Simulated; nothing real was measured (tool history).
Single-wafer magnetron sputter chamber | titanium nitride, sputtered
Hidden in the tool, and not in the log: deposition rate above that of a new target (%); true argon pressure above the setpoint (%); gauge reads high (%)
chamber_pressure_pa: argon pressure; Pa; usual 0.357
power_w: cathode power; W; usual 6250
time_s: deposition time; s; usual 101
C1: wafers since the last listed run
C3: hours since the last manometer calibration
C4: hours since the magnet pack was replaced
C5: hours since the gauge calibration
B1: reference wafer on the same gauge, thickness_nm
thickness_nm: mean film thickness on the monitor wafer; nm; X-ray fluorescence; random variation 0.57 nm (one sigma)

Run 1, hour 0: usual settings; C1 0; wafers on the sputter target 1139; C3 1209.8; C4 4709.3; C5 308.1; B1 120.891. Result: thickness_nm 111.416 nm.
Run 2, hour 13: usual settings; C1 137; wafers on the sputter target 1276; C3 1222.8; C4 4722.3; C5 321.1; B1 120.871. Result: thickness_nm 110.911 nm.
Run 3, hour 35.3: usual settings but chamber_pressure_pa 0.448 Pa; C1 236; wafers on the sputter target 1513; C3 1245.1; C4 4744.6; C5 343.4; B1 121.032. Result: thickness_nm 108.734 nm.
Run 4, hour 53.9: usual settings; C1 197; wafers on the sputter target 1710; C3 1263.7; C4 4763.2; C5 362; B1 120.926. Result: thickness_nm 109.974 nm.
Run 5, hour 70.3: usual settings; C1 173; wafers on the sputter target 1884; C3 1280.1; C4 4779.6; C5 378.4; B1 120.982. Result: thickness_nm 110.856 nm.
Run 6, hour 89.9: usual settings; C1 207; wafers on the sputter target 2092; C3 1299.7; C4 4799.2; C5 398; B1 120.982. Result: thickness_nm 110.475 nm.
Run 7, hour 122.6: usual settings; C1 346; wafers on the sputter target 2438; C3 1332.4; C4 4831.9; C5 430.7; B1 120.979. Result: thickness_nm 109.653 nm.
At hour 136: sputter target and shields replaced.
Run 8, hour 229.5: usual settings; C1 1048; wafers on the sputter target 991; C3 1439.3; C4 4938.8; C5 537.6; B1 120.945. Result: thickness_nm 111.733 nm.
At hour 250.9: capacitance manometer re-zeroed and calibrated.
Run 9, hour 263.9: usual settings; C1 279; wafers on the sputter target 1271; C3 13; C4 4973.2; C5 572; B1 121.021. Result: thickness_nm 110.833 nm.
At hour 289.8: magnet pack replaced.
Run 10, hour 290.3: usual settings; C1 195; wafers on the sputter target 1466; C3 39.4; C4 0.5; C5 598.4; B1 121.024. Result: thickness_nm 111.15 nm.
Run 11, hour 310.8: usual settings but time_s 93 s; C1 217; wafers on the sputter target 1683; C3 59.9; C4 21; C5 618.9; B1 120.955. Result: thickness_nm 102.274 nm.
Run 12, hour 338.7: usual settings; C1 295; wafers on the sputter target 1979; C3 87.8; C4 48.9; C5 646.8; B1 120.933. Result: thickness_nm 110.902 nm.
Run 13, hour 353.5: usual settings; C1 156; wafers on the sputter target 2136; C3 102.6; C4 63.7; C5 661.6; B1 121.03. Result: thickness_nm 111.005 nm.
At hour 376.8: sputter target and shields replaced.
Run 14, hour 380.3: usual settings but chamber_pressure_pa 0.421 Pa, power_w 7300 W, time_s 95 s; C1 199; wafers on the sputter target 37; C3 129.4; C4 90.5; C5 688.4; B1 120.968. Result: thickness_nm 120.809 nm.
Run 15, hour 394.2: usual settings; C1 147; wafers on the sputter target 184; C3 143.3; C4 104.4; C5 702.3; B1 121.028. Result: thickness_nm 112.254 nm.
Run 16, hour 426.7: usual settings but chamber_pressure_pa 0.295 Pa, time_s 85 s; C1 344; wafers on the sputter target 529; C3 175.8; C4 136.9; C5 734.8; B1 121.053. Result: thickness_nm 95.881 nm.
Run 17, hour 453: usual settings; C1 278; wafers on the sputter target 808; C3 202.1; C4 163.2; C5 761.1; B1 120.985. Result: thickness_nm 112.721 nm.
Run 18, hour 467.4: usual settings but chamber_pressure_pa 0.398 Pa, power_w 5300 W; C1 152; wafers on the sputter target 960; C3 216.5; C4 177.6; C5 775.5; B1 121.037. Result: thickness_nm 94.053 nm.
Run 19, hour 480.2: usual settings but chamber_pressure_pa 0.463 Pa, power_w 7250 W, time_s 86 s; C1 135; wafers on the sputter target 1096; C3 229.3; C4 190.4; C5 788.3; B1 121.021. Result: thickness_nm 108.026 nm.
At hour 498.1: gauge calibrated.
Run 20, hour 503.9: usual settings but chamber_pressure_pa 0.315 Pa, time_s 90 s; C1 251; wafers on the sputter target 1347; C3 253; C4 214.1; C5 5.8; B1 121.016. Result: thickness_nm 101.48 nm.
Run 21, hour 531.1: usual settings but power_w 6850 W; C1 288; wafers on the sputter target 1636; C3 280.2; C4 241.3; C5 33; B1 120.944. Result: thickness_nm 122.384 nm.
Run 22, hour 559.2: usual settings but power_w 4700 W; C1 297; wafers on the sputter target 1934; C3 308.3; C4 269.4; C5 61.1; B1 121.143. Result: thickness_nm 83.46 nm.
Run 23, hour 593.2: usual settings but chamber_pressure_pa 0.263 Pa, power_w 5200 W, time_s 83 s; C1 360; wafers on the sputter target 2294; C3 342.3; C4 303.4; C5 95.1; B1 121.078. Result: thickness_nm 77.434 nm.
Run 24, hour 620: usual settings; C1 284; wafers on the sputter target 2578; C3 369.1; C4 330.2; C5 121.9; B1 120.935. Result: thickness_nm 109.653 nm.
At hour 628.4: sputter target and shields replaced.
Run 25, hour 651.8: usual settings but chamber_pressure_pa 0.279 Pa, power_w 4750 W, time_s 114 s; C1 252; wafers on the sputter target 248; C3 400.9; C4 362; C5 153.7; B1 121.092. Result: thickness_nm 97.716 nm.
Run 26, hour 670: usual settings but chamber_pressure_pa 0.456 Pa, power_w 4750 W, time_s 120 s; C1 192; wafers on the sputter target 441; C3 419.1; C4 380.2; C5 171.9; B1 120.977. Result: thickness_nm 98.649 nm.

5 ways to go on from here, each from the tool as it stands after run 26. What would each give?
Run A, hour 670.4: usual settings; C1 4; wafers on the sputter target 445; C3 419.5; C4 380.6; C5 172.3; B1 ?. Result: thickness_nm ?.
Run B, hour 670.4: usual settings but chamber_pressure_pa 0.429 Pa, power_w 5450 W; C1 4; wafers on the sputter target 445; C3 419.5; C4 380.6; C5 172.3; B1 ?. Result: thickness_nm ?.
Run C, hour 670.4: usual settings but chamber_pressure_pa 0.464 Pa, power_w 4950 W, time_s 120 s; C1 4; wafers on the sputter target 445; C3 419.5; C4 380.6; C5 172.3; B1 ?. Result: thickness_nm ?.
Run D, hour 670.4: usual settings but chamber_pressure_pa 0.252 Pa, power_w 5100 W, time_s 81 s; C1 4; wafers on the sputter target 445; C3 419.5; C4 380.6; C5 172.3; B1 ?. Result: thickness_nm ?.
Run E, hour 670.4: usual settings but chamber_pressure_pa 0.422 Pa, power_w 7350 W; C1 4; wafers on the sputter target 445; C3 419.5; C4 380.6; C5 172.3; B1 ?. Result: thickness_nm ?.

run       B1  thickness_nm
  A  121.039       110.849
  B  121.039        94.923
  C  121.039       101.539
  D  121.039        74.501
  E  121.039       128.241
Without the tool's hidden state the same runs would have given:
run  thickness_nm
  A       111.635
  B        95.596
  C       102.259
  D         75.03
  E        129.15
